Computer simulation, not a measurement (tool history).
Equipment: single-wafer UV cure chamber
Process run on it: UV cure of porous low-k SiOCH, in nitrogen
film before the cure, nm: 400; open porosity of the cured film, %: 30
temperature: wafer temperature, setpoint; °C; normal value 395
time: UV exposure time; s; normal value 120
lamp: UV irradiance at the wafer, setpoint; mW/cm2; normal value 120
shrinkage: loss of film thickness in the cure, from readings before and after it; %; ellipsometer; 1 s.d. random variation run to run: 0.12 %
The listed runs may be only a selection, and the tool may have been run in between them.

run,hour,temperature,time,lamp,wafers since the last listed run,hours since the UV bulbs were replaced,wafers since the quartz window was cleaned,shrinkage
1,0,390,70,120,0,893.6,2031,8.908
2,68.8,390,70,120,471,962.4,2503,8.747
3,168.9,390,70,120,686,1062.5,3189,8.407
4,223.6,395,120,92,375,1117.2,3565,9.814
# hour 296.5: quartz window cleaned
5,304.2,395,120,92,497,1197.8,52,10.301
6,356.8,395,120,139,360,1250.4,413,12.48
# hour 439.2: UV bulbs replaced
7,645.5,395,120,139,1924,206.3,2338,12.694
8,723.3,395,120,139,533,284.1,2871,12.574
9,819.5,395,120,120,659,380.3,3531,11.639
10,922.4,395,105,89,705,483.2,4237,9.009
11,1015.3,405,120,120,637,576.1,4874,10.835
# hour 1024.2: quartz window cleaned
12,1062.3,395,120,120,267,623.1,261,11.887
13,1163,395,120,120,690,723.8,951,11.845
14,1238.7,395,120,120,519,799.5,1470,11.673
15,1336.8,395,120,120,672,897.6,2143,11.703
16,1376.5,395,120,120,272,937.3,2415,11.5
17,1475.9,395,120,120,681,1036.7,3097,11.458
18,1541.3,395,120,120,448,1102.1,3545,11.096
19,1616.7,395,120,135,517,1177.5,4063,11.432
# hour 1650.2: quartz window cleaned
# hour 1655.9: UV bulbs replaced
20,1699.5,395,120,135,474,43.6,299,13.044
21,1747.5,395,120,120,329,91.6,628,12.129
22,1812.8,395,120,120,447,156.9,1076,11.905
23,1857.1,381,165,108,303,201.2,1379,13.074
24,2115.7,395,120,120,1773,459.8,3153,11.59
25,2171.1,381,120,120,379,515.2,3533,11.044
26,2217.2,395,95,87,316,561.3,3849,8.614
27,2334.3,381,160,148,803,678.4,4652,13.412
# hour 2386.8: quartz window cleaned
28,2438.4,381,140,120,659,782.5,354,12.242
29,2510.1,395,155,98,491,854.2,845,11.789
30,2607.4,379,120,120,667,951.5,1512,11.135
31,2682.1,384,170,120,512,1026.2,2025,13.232
32,2729.8,395,120,120,327,1073.9,2352,11.2
33,2811.1,395,120,120,557,1155.2,2909,11.053
34,2848.6,395,165,120,257,1192.7,3167,12.649
35,2916.2,405,85,146,463,1260.3,3630,10.081
36,2983,404,120,120,458,1327.1,4088,10.6
# hour 3030.4: quartz window cleaned
# hour 3044.9: UV bulbs replaced
37,3067.9,395,150,120,472,23,202,13.203
38,3117.9,395,95,130,342,73,545,11.391
39,3174.3,404,185,99,386,129.4,931,13.672
40,3234.5,389,120,120,412,189.6,1344,11.832
41,3307.3,395,120,103,499,262.4,1844,11.259
42,3371.9,395,120,138,443,327,2287,12.282

Forecast each of these 5 alternatives for the next run:
A,3372.3,395,120,120,2,327.4,2289,?
B,3372.3,395,95,120,2,327.4,2289,?
C,3372.3,382,120,154,2,327.4,2289,?
D,3372.3,409,65,155,2,327.4,2289,?
E,3372.3,405,75,106,2,327.4,2289,?

run,shrinkage
A,11.844
B,10.595
C,12.918
D,10.224
E,8.917
With the hidden condition removed and each run's random variation left untouched, the same runs would have given:
run,shrinkage
A,12.346
B,11.088
C,13.427
D,10.715
E,9.393
